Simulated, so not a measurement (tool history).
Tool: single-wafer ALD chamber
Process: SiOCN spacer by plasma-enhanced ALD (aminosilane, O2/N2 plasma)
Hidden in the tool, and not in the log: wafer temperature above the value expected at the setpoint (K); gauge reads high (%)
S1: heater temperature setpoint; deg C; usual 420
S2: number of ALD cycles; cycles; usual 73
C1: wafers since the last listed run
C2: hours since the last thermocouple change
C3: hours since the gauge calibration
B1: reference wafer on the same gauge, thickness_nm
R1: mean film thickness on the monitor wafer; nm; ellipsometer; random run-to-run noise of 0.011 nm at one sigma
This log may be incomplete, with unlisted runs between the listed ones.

{"run": 1, "day": 0.0, "S1": 416, "S2": 73, "C1": 0, "C2": 818.4, "C3": 138.9, "B1": 4.896, "R1": 4.539}
{"run": 2, "day": 0.442, "S1": 413, "S2": 73, "C1": 48, "C2": 829, "C3": 149.5, "B1": 4.899, "R1": 4.61}
{"run": 3, "day": 0.833, "S1": 411, "S2": 73, "C1": 43, "C2": 838.4, "C3": 158.9, "B1": 4.902, "R1": 4.61}
{"run": 4, "day": 1.546, "S1": 411, "S2": 73, "C1": 78, "C2": 855.5, "C3": 176, "B1": 4.895, "R1": 4.614}
{"run": 5, "day": 2.171, "S1": 411, "S2": 73, "C1": 68, "C2": 870.5, "C3": 191, "B1": 4.894, "R1": 4.596}
{"run": 6, "day": 2.879, "S1": 420, "S2": 73, "C1": 77, "C2": 887.5, "C3": 208, "B1": 4.894, "R1": 4.492}
{"run": 7, "day": 3.171, "S1": 420, "S2": 83, "C1": 32, "C2": 894.5, "C3": 215, "B1": 4.893, "R1": 5.091}
{"run": 8, "day": 3.462, "S1": 420, "S2": 83, "C1": 32, "C2": 901.5, "C3": 222, "B1": 4.893, "R1": 5.103}
{"run": 9, "day": 3.912, "S1": 420, "S2": 83, "C1": 49, "C2": 912.3, "C3": 232.8, "B1": 4.892, "R1": 5.122}
{"run": 10, "day": 4.558, "S1": 420, "S2": 73, "C1": 71, "C2": 927.8, "C3": 248.3, "B1": 4.886, "R1": 4.495}
{"run": 11, "day": 4.904, "S1": 406, "S2": 73, "C1": 38, "C2": 936.1, "C3": 256.6, "B1": 4.891, "R1": 4.694}
{"day": 6.471, "done": "thermocouple changed; heater temperature recalibrated"}
{"run": 12, "day": 6.988, "S1": 409, "S2": 65, "C1": 192, "C2": 12.4, "C3": 306.6, "B1": 4.886, "R1": 4.126}
{"run": 13, "day": 7.388, "S1": 428, "S2": 81, "C1": 44, "C2": 22, "C3": 316.2, "B1": 4.885, "R1": 4.871}
{"day": 7.667, "done": "gauge calibrated"}
{"run": 14, "day": 7.667, "S1": 420, "S2": 59, "C1": 30, "C2": 28.7, "C3": 0, "B1": 4.933, "R1": 3.652}
{"run": 15, "day": 8.025, "S1": 414, "S2": 62, "C1": 39, "C2": 37.3, "C3": 8.6, "B1": 4.931, "R1": 3.925}
{"run": 16, "day": 8.608, "S1": 424, "S2": 61, "C1": 64, "C2": 51.3, "C3": 22.6, "B1": 4.919, "R1": 3.752}
{"run": 17, "day": 9.175, "S1": 415, "S2": 62, "C1": 62, "C2": 64.9, "C3": 36.2, "B1": 4.916, "R1": 3.897}
{"run": 18, "day": 9.558, "S1": 426, "S2": 65, "C1": 42, "C2": 74.1, "C3": 45.4, "B1": 4.909, "R1": 3.949}
{"run": 19, "day": 10.117, "S1": 414, "S2": 62, "C1": 61, "C2": 87.5, "C3": 58.8, "B1": 4.907, "R1": 3.881}
{"run": 20, "day": 10.592, "S1": 428, "S2": 83, "C1": 52, "C2": 98.9, "C3": 70.2, "B1": 4.908, "R1": 5.008}
{"run": 21, "day": 10.862, "S1": 420, "S2": 73, "C1": 29, "C2": 105.4, "C3": 76.7, "B1": 4.902, "R1": 4.534}

Below are 3 alternative next runs, each starting from the tool's condition after run 21. Predict each:
{"run": "A", "day": 10.883, "S1": 420, "S2": 73, "C1": 2, "C2": 105.9, "C3": 77.2, "B1": "?", "R1": "?"}
{"run": "B", "day": 10.883, "S1": 433, "S2": 73, "C1": 2, "C2": 105.9, "C3": 77.2, "B1": "?", "R1": "?"}
{"run": "C", "day": 10.883, "S1": 424, "S2": 84, "C1": 2, "C2": 105.9, "C3": 77.2, "B1": "?", "R1": "?"}

run=A B1=4.897 R1=4.51
run=B B1=4.897 R1=4.345
run=C B1=4.897 R1=5.131
The same runs, with their run-to-run variation unchanged, on a tool lacking any hidden condition would have given:
run=A R1=4.546
run=B R1=4.38
run=C R1=5.172

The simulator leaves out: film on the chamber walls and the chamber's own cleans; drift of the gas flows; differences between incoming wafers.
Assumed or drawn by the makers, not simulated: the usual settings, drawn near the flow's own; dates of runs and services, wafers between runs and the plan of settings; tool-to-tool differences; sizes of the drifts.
